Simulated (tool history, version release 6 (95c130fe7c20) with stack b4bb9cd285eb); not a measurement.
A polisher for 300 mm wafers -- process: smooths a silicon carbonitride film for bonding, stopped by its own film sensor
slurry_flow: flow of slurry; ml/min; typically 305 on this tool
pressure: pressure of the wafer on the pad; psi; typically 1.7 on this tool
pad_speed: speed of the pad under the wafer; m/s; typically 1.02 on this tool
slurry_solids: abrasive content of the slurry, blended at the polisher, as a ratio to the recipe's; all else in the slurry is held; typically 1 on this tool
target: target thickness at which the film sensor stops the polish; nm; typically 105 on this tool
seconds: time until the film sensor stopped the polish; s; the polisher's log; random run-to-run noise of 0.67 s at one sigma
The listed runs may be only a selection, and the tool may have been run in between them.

| run | day | slurry_flow | pressure | pad_speed | slurry_solids | target | wafers since the last listed run | wafers polished on this pad | hours since the slurry nozzle was cleaned | hours since the head pressure was calibrated | hours since the slurry blender was calibrated | incoming thickness of the incoming film, nm | seconds |
|---|---|---|---|---|---|---|---|---|---|---|---|---|---|
| 1 | 0 | 305 | 1.7 | 1.02 | 1.05 | 105 | 0 | 2387 | 327.8 | 282.8 | 250.8 | 119.7 | 74.8 |
| 2 | 2.762 | 305 | 1.7 | 1.02 | 1 | 105 | 791 | 3178 | 394.1 | 349.1 | 317.1 | 118.5 | 71.6 |
| 3 | 7.017 | 305 | 1.7 | 1.02 | 1 | 105 | 1218 | 4396 | 496.2 | 451.2 | 419.2 | 122.3 | 92.6 |
|  | 9.288 | slurry nozzle cleaned |
|  | 9.308 | slurry blender recalibrated |
| 4 | 9.4 | 305 | 1.7 | 1.02 | 1 | 105 | 664 | 5061 | 2.7 | 508.4 | 2.2 | 118.2 | 67.7 |
| 5 | 11.35 | 305 | 1.7 | 1.02 | 1 | 105 | 558 | 5619 | 49.5 | 555.2 | 49 | 121.1 | 83.1 |
| 6 | 14.85 | 305 | 1.7 | 1.02 | 1 | 105 | 1002 | 6622 | 133.5 | 639.2 | 133 | 120.6 | 79.5 |
|  | 15.754 | worn pad replaced by a new one |
| 7 | 16.671 | 305 | 1.7 | 1.02 | 1 | 105 | 473 | 262 | 177.2 | 682.9 | 176.7 | 118.6 | 70.8 |
| 8 | 19.85 | 305 | 1.7 | 1.02 | 1 | 105 | 910 | 1172 | 253.5 | 759.2 | 253 | 119.8 | 75.1 |
| 9 | 22.138 | 305 | 1.7 | 1.02 | 1 | 105 | 655 | 1827 | 308.4 | 814.1 | 307.9 | 118 | 68.3 |
| 10 | 26.071 | 305 | 1.7 | 1.02 | 1 | 105 | 1126 | 2954 | 402.8 | 908.5 | 402.3 | 119.8 | 78.7 |
| 11 | 29.067 | 305 | 2 | 0.78 | 1 | 105 | 857 | 3812 | 474.7 | 980.4 | 474.2 | 119.9 | 88.7 |
|  | 29.888 | slurry blender recalibrated |
|  | 31.129 | slurry nozzle cleaned |
|  | 31.138 | head pressure recalibrated |
| 12 | 31.875 | 305 | 2 | 0.78 | 1 | 105 | 766 | 4578 | 17.9 | 17.7 | 47.7 | 121.6 | 92 |
|  | 34.788 | worn pad replaced by a new one |
| 13 | 36.267 | 305 | 1.3 | 1.22 | 1 | 100 | 1210 | 423 | 123.3 | 123.1 | 153.1 | 120.5 | 112.3 |
| 14 | 38.546 | 305 | 1.7 | 0.68 | 1 | 105 | 652 | 1076 | 178 | 177.8 | 207.8 | 119.4 | 100.6 |
| 15 | 41.246 | 305 | 1.7 | 0.82 | 1 | 105 | 773 | 1849 | 242.8 | 242.6 | 272.6 | 118.1 | 79.8 |
| 16 | 44.925 | 305 | 2 | 1.02 | 1 | 105 | 1053 | 2903 | 331.1 | 330.9 | 360.9 | 120.3 | 69.1 |
| 17 | 47.112 | 305 | 1.7 | 1.02 | 1 | 102 | 626 | 3530 | 383.6 | 383.4 | 413.4 | 119.2 | 91.3 |
| 18 | 48.767 | 305 | 1.7 | 1.22 | 1 | 105 | 473 | 4003 | 423.3 | 423.1 | 453.1 | 119.7 | 68 |
|  | 50.588 | slurry nozzle cleaned |
| 19 | 51.654 | 305 | 1.7 | 1.02 | 1 | 102 | 815 | 4818 | 25.6 | 492.4 | 522.4 | 119.5 | 89.2 |
|  | 51.879 | slurry blender recalibrated |
| 20 | 54.854 | 305 | 1.7 | 1.02 | 1 | 105 | 892 | 5711 | 102.4 | 569.2 | 71.4 | 118.6 | 67.9 |
| 21 | 57.212 | 305 | 1.4 | 1.02 | 1.2 | 100 | 675 | 6386 | 159 | 625.8 | 128 | 119.3 | 106.6 |
|  | 58.571 | worn pad replaced by a new one, of another model than before |
| 22 | 58.829 | 305 | 1.7 | 0.84 | 0.85 | 110 | 415 | 73 | 197.8 | 664.6 | 166.8 | 119.4 | 57.1 |
| 23 | 60.983 | 305 | 1.7 | 1.02 | 1 | 105 | 616 | 690 | 249.5 | 716.3 | 218.5 | 119.3 | 74.1 |
| 24 | 64.892 | 305 | 1.7 | 1.28 | 1 | 105 | 1119 | 1810 | 343.3 | 810.1 | 312.3 | 120.3 | 69.8 |
| 25 | 67.046 | 305 | 1.7 | 1.02 | 1 | 105 | 616 | 2427 | 395 | 861.8 | 364 | 118.5 | 72 |
| 26 | 70.3 | 305 | 1.7 | 1.02 | 1 | 105 | 931 | 3359 | 473.1 | 939.9 | 442.1 | 120.4 | 85.2 |
|  | 70.508 | slurry blender recalibrated |
|  | 72.379 | head pressure recalibrated |
|  | 73.512 | slurry nozzle cleaned |
| 27 | 77.212 | 355 | 1.7 | 1.02 | 1 | 105 | 1920 | 5279 | 88.8 | 116 | 160.9 | 118.3 | 66.7 |
|  | 79.462 | worn pad replaced by a new one |
| 28 | 81.433 | 305 | 2 | 1.28 | 0.9 | 103 | 1161 | 564 | 190.1 | 217.3 | 262.2 | 120 | 68.2 |
| 29 | 84.925 | 305 | 1.7 | 1.02 | 1 | 105 | 999 | 1564 | 273.9 | 301.1 | 346 | 120.2 | 77.8 |
| 30 | 93.417 | 305 | 1.7 | 0.78 | 1 | 109 | 2431 | 3996 | 477.7 | 504.9 | 549.8 | 119.2 | 65.6 |

What if the next run were any one of these 4? Each begins from the tool's condition after run 30:
| A | 93.433 | 305 | 1.7 | 1.3 | 1 | 105 | 4 | 4001 | 478.1 | 505.3 | 550.2 | 118.5 | ? |
| B | 93.433 | 305 | 1.5 | 1.02 | 1 | 105 | 4 | 4001 | 478.1 | 505.3 | 550.2 | 118.5 | ? |
| C | 93.433 | 305 | 1.7 | 1.02 | 1.25 | 105 | 4 | 4001 | 478.1 | 505.3 | 550.2 | 118.5 | ? |
| D | 93.433 | 275 | 1.7 | 1.02 | 1 | 105 | 4 | 4001 | 478.1 | 505.3 | 550.2 | 118.5 | ? |

| run | seconds |
|---|---|
| A | 66.9 |
| B | 86.5 |
| C | 70.1 |
| D | 78.6 |
With no hidden state in the tool, these same runs would have given:
| run | seconds |
|---|---|
| A | 60.2 |
| B | 77.8 |
| C | 63 |
| D | 69.6 |
